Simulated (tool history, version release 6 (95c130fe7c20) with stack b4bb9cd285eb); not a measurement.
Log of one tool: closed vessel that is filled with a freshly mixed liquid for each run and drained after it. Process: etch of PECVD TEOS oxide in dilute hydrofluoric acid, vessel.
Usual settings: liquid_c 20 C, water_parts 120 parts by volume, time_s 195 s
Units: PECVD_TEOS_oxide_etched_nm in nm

| run | day | liquid_c | water_parts | time_s | wafers since the last listed run | hours since the thermometer was replaced | hours since the hydrofluoric acid flow meter was replaced | hours since the gauge calibration | read-back film thickness of the PECVD TEOS oxide reference wafer, read on the same gauge (nm) | PECVD_TEOS_oxide_etched_nm |
|---|---|---|---|---|---|---|---|---|---|---|
| 1 | 0 | 20 | 120 | 195 | 0 | 760.8 | 1299 | 1107.8 | 110.01 | 19.55 |
| 2 | 4.45 | 20 | 120 | 195 | 7989 | 867.6 | 1405.8 | 1214.6 | 110 | 19.68 |
| 3 | 8.879 | 20 | 120 | 195 | 7952 | 973.9 | 1512.1 | 1320.9 | 110.02 | 19.43 |
| 4 | 11.933 | 20 | 120 | 195 | 5483 | 1047.2 | 1585.4 | 1394.2 | 109.99 | 19.44 |
| 5 | 18.088 | 20 | 120 | 195 | 11049 | 1194.9 | 1733.1 | 1541.9 | 110.03 | 19.47 |
| 6 | 20.046 | 17 | 120 | 195 | 3516 | 1241.9 | 1780.1 | 1588.9 | 110.02 | 17.17 |
|  | 25.646 | gauge calibrated |
| 7 | 33.446 | 20 | 120 | 195 | 24058 | 1563.5 | 2101.7 | 187.2 | 110.01 | 19.27 |
| 8 | 37.229 | 20 | 120 | 195 | 6792 | 1654.3 | 2192.5 | 278 | 109.98 | 19.27 |
| 9 | 40.562 | 20 | 120 | 195 | 5984 | 1734.3 | 2272.5 | 358 | 110.01 | 19.27 |
| 10 | 43.583 | 20 | 120 | 110 | 5423 | 1806.8 | 2345 | 430.5 | 110 | 10.75 |
| 11 | 45.217 | 20 | 120 | 195 | 2932 | 1846 | 2384.2 | 469.7 | 110.01 | 19.26 |
| 12 | 47.275 | 20 | 120 | 195 | 3695 | 1895.4 | 2433.6 | 519.1 | 110.02 | 19.13 |
| 13 | 51.292 | 25 | 120 | 195 | 7211 | 1991.8 | 2530 | 615.5 | 110.02 | 23.23 |
|  | 53.012 | hydrofluoric acid flow meter replaced |
| 14 | 53.054 | 22.5 | 95 | 195 | 3089 | 2034.1 | 1 | 657.8 | 110 | 29.17 |
| 15 | 54.725 | 20 | 120 | 195 | 2999 | 2074.2 | 41.1 | 697.9 | 109.99 | 20.13 |
|  | 54.908 | thermometer replaced |
| 16 | 58.262 | 17 | 65 | 140 | 6276 | 80.5 | 126 | 782.8 | 109.98 | 25.07 |
| 17 | 60.971 | 20 | 120 | 195 | 4862 | 145.5 | 191 | 847.8 | 110.01 | 20.1 |
| 18 | 62.646 | 20 | 120 | 195 | 3007 | 185.7 | 231.2 | 888 | 110.01 | 20 |
| 19 | 64.262 | 22 | 100 | 230 | 2902 | 224.5 | 270 | 926.8 | 109.98 | 31.5 |
| 20 | 67.854 | 20 | 75 | 275 | 6448 | 310.7 | 356.2 | 1013 | 110.01 | 47.5 |
| 21 | 71.712 | 17 | 80 | 150 | 6927 | 403.3 | 448.8 | 1105.6 | 110 | 21.26 |
| 22 | 75.146 | 20 | 160 | 195 | 6164 | 485.7 | 531.2 | 1188 | 110.02 | 14.33 |
| 23 | 76.767 | 22 | 140 | 240 | 2910 | 524.6 | 570.1 | 1226.9 | 110.02 | 22.45 |
| 24 | 78.546 | 20 | 120 | 310 | 3194 | 567.3 | 612.8 | 1269.6 | 109.99 | 31.57 |

Forecast each of these 4 alternatives for the next run:
| A | 78.575 | 20 | 145 | 195 | 52 | 568 | 613.5 | 1270.3 | ? | ? |
| B | 78.575 | 17 | 90 | 95 | 52 | 568 | 613.5 | 1270.3 | ? | ? |
| C | 78.575 | 21.5 | 140 | 85 | 52 | 568 | 613.5 | 1270.3 | ? | ? |
| D | 78.575 | 23.5 | 170 | 195 | 52 | 568 | 613.5 | 1270.3 | ? | ? |

| run | read-back film thickness of the PECVD TEOS oxide reference wafer, read on the same gauge (nm) | PECVD_TEOS_oxide_etched_nm |
|---|---|---|
| A | 110 | 16.12 |
| B | 110 | 11.86 |
| C | 110 | 7.77 |
| D | 110 | 15.34 |
Without the tool's hidden state the same runs would have given:
| run | PECVD_TEOS_oxide_etched_nm |
|---|---|
| A | 16.35 |
| B | 12.01 |
| C | 7.88 |
| D | 15.55 |
